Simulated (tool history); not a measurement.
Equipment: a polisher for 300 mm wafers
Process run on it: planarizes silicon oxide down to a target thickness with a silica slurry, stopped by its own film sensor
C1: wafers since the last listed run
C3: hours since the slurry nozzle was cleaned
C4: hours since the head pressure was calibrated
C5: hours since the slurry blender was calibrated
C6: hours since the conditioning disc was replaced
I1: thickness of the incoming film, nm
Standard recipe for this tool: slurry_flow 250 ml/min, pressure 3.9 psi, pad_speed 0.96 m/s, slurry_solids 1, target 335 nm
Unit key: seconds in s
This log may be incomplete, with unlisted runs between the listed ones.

Run 1, day 0: usual settings but target 390 nm; C1 0; wafers polished on this pad 1043; C3 141.4; C4 1120.6; C5 152.4; C6 96.6; I1 641.9. Result: seconds 135.8 s.
At day 0.358: worn pad replaced by a new one.
Run 2, day 0.462: usual settings but slurry_flow 290 ml/min; C1 77; wafers polished on this pad 27; C3 152.5; C4 1131.7; C5 163.5; C6 107.7; I1 653.7. Result: seconds 165.1 s.
Run 3, day 0.988: usual settings but slurry_solids 1.05; C1 137; wafers polished on this pad 164; C3 165.1; C4 1144.3; C5 176.1; C6 120.3; I1 646.1. Result: seconds 162.9 s.
Run 4, day 1.375: usual settings; C1 101; wafers polished on this pad 266; C3 174.4; C4 1153.6; C5 185.4; C6 129.6; I1 651.4. Result: seconds 171.5 s.
At day 1.617: slurry blender recalibrated.
Run 5, day 1.933: usual settings but slurry_flow 300 ml/min, pressure 3.4 psi, target 433 nm; C1 124; wafers polished on this pad 390; C3 187.8; C4 1167; C5 7.6; C6 143; I1 655.5. Result: seconds 134.4 s.
Run 6, day 2.425: usual settings but target 261 nm; C1 128; wafers polished on this pad 519; C3 199.6; C4 1178.8; C5 19.4; C6 154.8; I1 649.9. Result: seconds 209.9 s.
Run 7, day 2.742: usual settings but slurry_solids 1.15, target 387 nm; C1 82; wafers polished on this pad 602; C3 207.2; C4 1186.4; C5 27; C6 162.4; I1 648.2. Result: seconds 132.2 s.
Run 8, day 3.229: usual settings; C1 127; wafers polished on this pad 730; C3 218.9; C4 1198.1; C5 38.7; C6 174.1; I1 641.2. Result: seconds 167.7 s.
Run 9, day 3.725: usual settings but target 277 nm; C1 129; wafers polished on this pad 860; C3 230.8; C4 1210; C5 50.6; C6 186; I1 646.7. Result: seconds 202.9 s.
At day 4.362: head pressure recalibrated.
Run 10, day 4.383: usual settings but target 445 nm; C1 150; wafers polished on this pad 1011; C3 246.6; C4 0.5; C5 66.4; C6 201.8; I1 651.6. Result: seconds 113 s.
At day 4.571: worn pad replaced by a new one.
Run 11, day 5.079: usual settings but pressure 4.5 psi, slurry_solids 0.85, target 425 nm; C1 138; wafers polished on this pad 132; C3 263.3; C4 17.2; C5 83.1; C6 218.5; I1 645.1. Result: seconds 116.5 s.
Run 12, day 5.658: usual settings but slurry_flow 285 ml/min, pad_speed 0.78 m/s, slurry_solids 1.15, target 263 nm; C1 151; wafers polished on this pad 284; C3 277.2; C4 31.1; C5 97; C6 232.4; I1 647.1. Result: seconds 209.2 s.
At day 6.496: slurry nozzle cleaned.
Run 13, day 6.517: usual settings but pad_speed 0.76 m/s, target 396 nm; C1 214; wafers polished on this pad 498; C3 0.5; C4 51.7; C5 117.6; C6 253; I1 649. Result: seconds 142.9 s.

The next listed run, before its measurement:
Run 14, day 7.092: usual settings; C1 150; wafers polished on this pad 649; C3 14.3; C4 65.5; C5 131.4; C6 266.8; I1 647.6. Result: seconds ?.

For run 14 the tool returned seconds 161.5 s.
Were there no unlogged condition in the tool, this run, its random variation unchanged, would have produced seconds 160 s.

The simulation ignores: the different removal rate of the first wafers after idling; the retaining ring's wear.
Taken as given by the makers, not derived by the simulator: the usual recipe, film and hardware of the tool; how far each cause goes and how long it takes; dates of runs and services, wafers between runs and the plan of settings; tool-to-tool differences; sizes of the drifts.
